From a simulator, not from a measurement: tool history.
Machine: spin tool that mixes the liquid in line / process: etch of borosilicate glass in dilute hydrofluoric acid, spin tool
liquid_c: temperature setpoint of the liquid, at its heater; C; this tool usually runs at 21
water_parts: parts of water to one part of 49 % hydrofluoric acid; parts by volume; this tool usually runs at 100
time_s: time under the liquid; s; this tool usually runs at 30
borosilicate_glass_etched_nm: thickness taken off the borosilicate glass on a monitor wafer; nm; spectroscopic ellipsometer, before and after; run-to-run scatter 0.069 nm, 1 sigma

run     day  liquid_c  water_parts  time_s  read-back film thickness of the borosilicate glass reference wafer, read on the same gauge (nm)  borosilicate_glass_etched_nm
  1       0        21          100      45                                                                                           125.99                         14.04
  2   2.096        21          100      30                                                                                           125.73                          9.38
  3   4.183        21          100      30                                                                                           125.47                          9.21
  4   5.862        21          100      30                                                                                           125.25                          9.29
  5  10.017        21          125      45                                                                                           124.75                         10.81
     14.233  -- gauge calibrated
  6  14.346        21          100      30                                                                                           130.02                          9.61
     14.867  -- thermometer replaced
  7  18.371        21          100      30                                                                                           129.54                          9.51
  8  20.146      22.5           55      20                                                                                           129.32                          13.1
     21.788  -- hydrofluoric acid flow meter replaced
  9  23.142        21          130      40                                                                                           128.95                          9.52
 10  27.267        21          100      30                                                                                           128.43                          9.67
 11  29.829      23.5          100      30                                                                                           128.12                         10.61
 12   34.05      19.5          125      30                                                                                           127.59                          6.92
 13  36.242        21          115      30                                                                                           127.34                             8
 14  38.362      24.5           85      30                                                                                           127.05                          12.9

What if the next run were any one of these 3? Each begins from the tool's condition after run 14:
  A  38.379        21          100      30                                                                                                ?                             ?
  B  38.379      23.5          100      40                                                                                                ?                             ?
  C  38.379        21           55      20                                                                                                ?                             ?

run  read-back film thickness of the borosilicate glass reference wafer, read on the same gauge (nm)  borosilicate_glass_etched_nm
  A                                                                                           127.01                           9.5
  B                                                                                           127.01                         14.01
  C                                                                                           127.01                         12.14
Take away the tool's hidden state, keep each run's random variation, and the runs would have read:
run  borosilicate_glass_etched_nm
  A                          9.72
  B                         14.33
  C                         12.43

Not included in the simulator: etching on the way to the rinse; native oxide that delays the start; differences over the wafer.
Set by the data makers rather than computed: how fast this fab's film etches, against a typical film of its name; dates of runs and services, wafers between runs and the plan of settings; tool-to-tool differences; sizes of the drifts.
